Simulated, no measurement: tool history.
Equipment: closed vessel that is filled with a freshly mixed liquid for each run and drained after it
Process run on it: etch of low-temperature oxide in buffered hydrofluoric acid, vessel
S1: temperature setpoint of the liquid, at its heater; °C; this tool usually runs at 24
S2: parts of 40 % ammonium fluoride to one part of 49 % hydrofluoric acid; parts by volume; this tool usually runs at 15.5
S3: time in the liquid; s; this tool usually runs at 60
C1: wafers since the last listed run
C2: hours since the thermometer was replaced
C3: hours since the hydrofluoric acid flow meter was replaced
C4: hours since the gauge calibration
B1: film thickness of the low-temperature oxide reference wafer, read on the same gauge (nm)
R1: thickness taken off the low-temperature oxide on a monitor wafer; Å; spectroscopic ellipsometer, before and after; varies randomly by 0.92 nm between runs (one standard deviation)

run	hour	S1	S2	S3	C1	C2	C3	C4	B1	R1
1	0	24	15.5	60	0	2144.9	309.3	437.8	140.05	1033.5
2	35	24	15.5	60	2522	2179.9	344.3	472.8	139.97	1036.6
3	118.8	24	15.5	60	6039	2263.7	428.1	556.6	140.01	1030
4	132	24	15.5	60	951	2276.9	441.3	569.8	139.98	1001
# hour 162.3: hydrofluoric acid flow meter replaced
5	205.3	24	15.5	60	5210	2350.2	43	643.1	140.05	1009
# hour 206.4: thermometer replaced
6	235.6	24	15.5	60	2111	29.2	73.3	673.4	140.03	1193.5
7	271.6	24	15.5	60	2594	65.2	109.3	709.4	139.95	1200.2
8	285.3	24	15.5	60	987	78.9	123	723.1	139.99	1173.1
9	312.3	24	15.5	60	1945	105.9	150	750.1	139.97	1184.2
10	328.6	24	15.5	60	1174	122.2	166.3	766.4	140.01	1169.8
11	361.3	24	15.5	60	2356	154.9	199	799.1	139.95	1181.5
12	383.8	24	15.5	60	1621	177.4	221.5	821.6	139.99	1183.1
13	399.7	24	15.5	60	1145	193.3	237.4	837.5	140.01	1172.1
14	425.8	24	15.5	60	1881	219.4	263.5	863.6	140	1174.1
# hour 431: gauge calibrated
15	449.7	24	15.5	60	1722	243.3	287.4	18.7	140.02	1164.5
16	472.5	25.5	12.5	35	1643	266.1	310.2	41.5	139.99	910.4
17	486	28	15.5	60	972	279.6	323.7	55	140	1443.7
18	520.5	24	15.5	60	2486	314.1	358.2	89.5	140	1155.9
19	553.6	20.5	18.5	45	2385	347.2	391.3	122.6	140.01	600.3
20	577.2	24	15.5	40	1700	370.8	414.9	146.2	139.96	784.5
21	596	20.5	14	35	1354	389.6	433.7	165	139.99	616.3
# hour 612.5: hydrofluoric acid flow meter replaced
22	613	21	13.5	60	1153	406.6	0.5	182	139.96	1131.7
23	631.3	26.5	15.5	70	1318	424.9	18.8	200.3	140.04	1542.5
24	655.6	22.5	19	85	1751	449.2	43.1	224.6	140.01	1226.8
25	671.5	19.5	21.5	30	1145	465.1	59	240.5	139.94	330.4
26	700.6	24	15.5	35	2097	494.2	88.1	269.6	139.96	672.8
27	734.5	24	15.5	60	2443	528.1	122	303.5	139.99	1156.9
28	754.7	24	15.5	60	1455	548.3	142.2	323.7	140.04	1151.2
29	785.3	21.5	13.5	90	2205	578.9	172.8	354.3	139.98	1712.8
30	800.6	24	15.5	60	1102	594.2	188.1	369.6	140.01	1140.5
31	833.6	24	15.5	60	2378	627.2	221.1	402.6	140	1150.4
32	845.6	20	12.5	60	864	639.2	233.1	414.6	140.03	1108.9
33	870.9	24	13.5	85	1823	664.5	258.4	439.9	140.03	1844.9

Some steps in R1, run to run, broken into two amounts with sign: the step expected even without the hidden condition (settings, incoming material, random variation), and the rest, left for the hidden condition together with whatever gauge scatter is not in both the measured and the hidden-condition-free result:
The hidden state here: liquid colder than its thermometer reads (K); hydrofluoric acid flow below the setpoint (%); gauge reads high (%).
Run 5 -> 6: thermometer replaced. R1 +184.5 Å: hidden state +169.7, all else +14.8.
Run 24 -> 25: S1 22.5 -> 19.5, S2 19 -> 21.5, S3 85 -> 30. R1 -896.4 Å: hidden state +26.7, all else -923.1.
Run 29 -> 30: S1 21.5 -> 24, S2 13.5 -> 15.5, S3 90 -> 60. R1 -572.3 Å: hidden state +21.8, all else -594.1.
Run 32 -> 33: S1 20 -> 24, S2 12.5 -> 13.5, S3 60 -> 85. R1 +736 Å: hidden state -33.2, all else +769.2.
